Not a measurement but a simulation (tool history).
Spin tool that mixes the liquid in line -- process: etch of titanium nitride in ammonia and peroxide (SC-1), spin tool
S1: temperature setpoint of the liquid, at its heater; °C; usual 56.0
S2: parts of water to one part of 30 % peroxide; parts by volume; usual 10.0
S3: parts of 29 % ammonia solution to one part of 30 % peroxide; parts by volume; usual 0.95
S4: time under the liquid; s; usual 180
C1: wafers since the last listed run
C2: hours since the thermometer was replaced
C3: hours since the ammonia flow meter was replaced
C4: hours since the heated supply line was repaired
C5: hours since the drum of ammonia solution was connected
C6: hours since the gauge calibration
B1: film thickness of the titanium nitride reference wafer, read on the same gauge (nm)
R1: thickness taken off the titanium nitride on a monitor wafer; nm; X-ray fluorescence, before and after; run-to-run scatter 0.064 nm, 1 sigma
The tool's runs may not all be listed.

run    day    S1    S2    S3   S4   C1      C2      C3      C4      C5     C6      B1     R1
  1  0.000  56.0  10.0  0.75  180    0  1211.1   858.0  1011.7  1156.2  158.5  109.98   9.55
  2  0.746  56.0  10.0  0.75  180  173  1229.0   875.9  1029.6  1174.1  176.4  109.97   9.47
  3  1.496  56.0  10.0  0.75  180  174  1247.0   893.9  1047.6  1192.1  194.4  109.97   9.53
  4  1.979  56.0  10.0  1.20  180  112  1258.6   905.5  1059.2  1203.7  206.0  110.01  10.20
  5  2.667  56.0  10.0  1.20  180  159  1275.1   922.0  1075.7  1220.2  222.5  109.99  10.12
  6  3.054  56.0  10.0  0.95  180   90  1284.4   931.3  1085.0  1229.5  231.8  109.99   9.79
     3.350  -- new drum of ammonia solution connected
  7  3.454  56.0  10.0  0.95  180   83  1294.0   940.9  1094.6     2.5  241.4  110.00   9.73
  8  4.054  56.0  10.0  0.95  180  139  1308.4   955.3  1109.0    16.9  255.8  110.01   9.66
  9  4.667  56.0  13.0  0.95  240  142  1323.1   970.0  1123.7    31.6  270.5  109.99  11.34
     4.783  -- gauge calibrated
 10  5.133  56.0  10.0  0.95  180  108  1334.3   981.2  1134.9    42.8    8.4  109.97   9.68
 11  5.733  60.5   5.5  1.20  235  139  1348.7   995.6  1149.3    57.2   22.8  109.98  23.46
 12  6.100  64.5  13.0  0.80  225   85  1357.5  1004.4  1158.1    66.0   31.6  109.96  18.15
     6.483  -- thermometer replaced
 13  7.354  60.0  10.0  0.95  180  281    20.9  1034.5  1188.2    96.1   61.7  109.99  15.02

For run 14, what comes out?
 14  7.704  62.0  10.0  0.95  180  81  29.3  1042.9  1196.6  104.5  70.1   ?   ?

Run 14 yielded B1 110.00, R1 17.14 nm.
If the tool had no hidden condition, the same run with the same run-to-run variation would have returned R1 19.10 nm.
